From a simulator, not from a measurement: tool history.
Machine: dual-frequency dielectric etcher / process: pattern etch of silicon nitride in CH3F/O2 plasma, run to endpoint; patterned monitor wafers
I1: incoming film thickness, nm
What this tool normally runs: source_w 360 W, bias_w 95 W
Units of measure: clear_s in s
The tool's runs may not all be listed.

run 1 hour=0.0 | source_w=360 bias_w=95 | I1=72.6 | clear_s=75.3
run 2 hour=34.0 | source_w=360 bias_w=95 | I1=71.9 | clear_s=74.9
run 3 hour=66.4 | source_w=360 bias_w=95 | I1=72.7 | clear_s=75.7
run 4 hour=83.1 | source_w=360 bias_w=95 | I1=72.3 | clear_s=74.4
run 5 hour=113.1 | source_w=360 bias_w=95 | I1=72.5 | clear_s=75.9
run 6 hour=135.3 | source_w=360 bias_w=106 | I1=71.6 | clear_s=71.1
run 7 hour=199.4 | source_w=360 bias_w=106 | I1=72.0 | clear_s=73.1
-- hour=278.6 wet clean of the chamber
run 8 hour=279.1 | source_w=300 bias_w=95 | I1=72.0 | clear_s=80.2
run 9 hour=283.2 | source_w=290 bias_w=95 | I1=71.5 | clear_s=80.0
run 10 hour=298.0 | source_w=340 bias_w=95 | I1=73.3 | clear_s=76.2
run 11 hour=323.3 | source_w=340 bias_w=95 | I1=72.8 | clear_s=76.8
-- hour=351.3 upper electrode replaced
run 12 hour=358.2 | source_w=340 bias_w=95 | I1=71.8 | clear_s=76.6
run 13 hour=376.9 | source_w=390 bias_w=95 | I1=72.5 | clear_s=73.6
run 14 hour=409.4 | source_w=360 bias_w=95 | I1=71.7 | clear_s=73.5
run 15 hour=429.3 | source_w=360 bias_w=95 | I1=72.0 | clear_s=74.6
run 16 hour=451.9 | source_w=430 bias_w=86 | I1=72.3 | clear_s=72.2
run 17 hour=469.4 | source_w=280 bias_w=95 | I1=72.8 | clear_s=86.0
run 18 hour=482.8 | source_w=360 bias_w=95 | I1=72.1 | clear_s=75.3
-- hour=491.4 bias power generator calibrated
run 19 hour=498.5 | source_w=360 bias_w=107 | I1=73.0 | clear_s=72.9
run 20 hour=515.3 | source_w=360 bias_w=95 | I1=72.1 | clear_s=75.9
run 21 hour=538.4 | source_w=360 bias_w=101 | I1=71.5 | clear_s=73.2
run 22 hour=571.5 | source_w=360 bias_w=95 | I1=71.5 | clear_s=75.9
run 23 hour=595.7 | source_w=360 bias_w=117 | I1=71.9 | clear_s=69.2
run 24 hour=630.6 | source_w=290 bias_w=111 | I1=72.3 | clear_s=77.6
run 25 hour=659.7 | source_w=410 bias_w=85 | I1=71.7 | clear_s=77.8
run 26 hour=683.4 | source_w=300 bias_w=88 | I1=72.4 | clear_s=87.9
-- hour=695.2 source power generator calibrated
-- hour=727.5 wet clean of the chamber
run 27 hour=728.0 | source_w=360 bias_w=95 | I1=72.1 | clear_s=73.3
run 28 hour=743.5 | source_w=450 bias_w=95 | I1=71.9 | clear_s=66.7
run 29 hour=782.5 | source_w=400 bias_w=119 | I1=72.5 | clear_s=63.2

Run 30, settings as shown, results not yet in. Your forecast:
run 30 hour=809.9 | source_w=300 bias_w=78 | I1=72.4 | clear_s=?

clear_s: 88.2 s
Take away the tool's hidden state, keep the run-to-run variation as it was, and the same run would have given clear_s 87.6 s.

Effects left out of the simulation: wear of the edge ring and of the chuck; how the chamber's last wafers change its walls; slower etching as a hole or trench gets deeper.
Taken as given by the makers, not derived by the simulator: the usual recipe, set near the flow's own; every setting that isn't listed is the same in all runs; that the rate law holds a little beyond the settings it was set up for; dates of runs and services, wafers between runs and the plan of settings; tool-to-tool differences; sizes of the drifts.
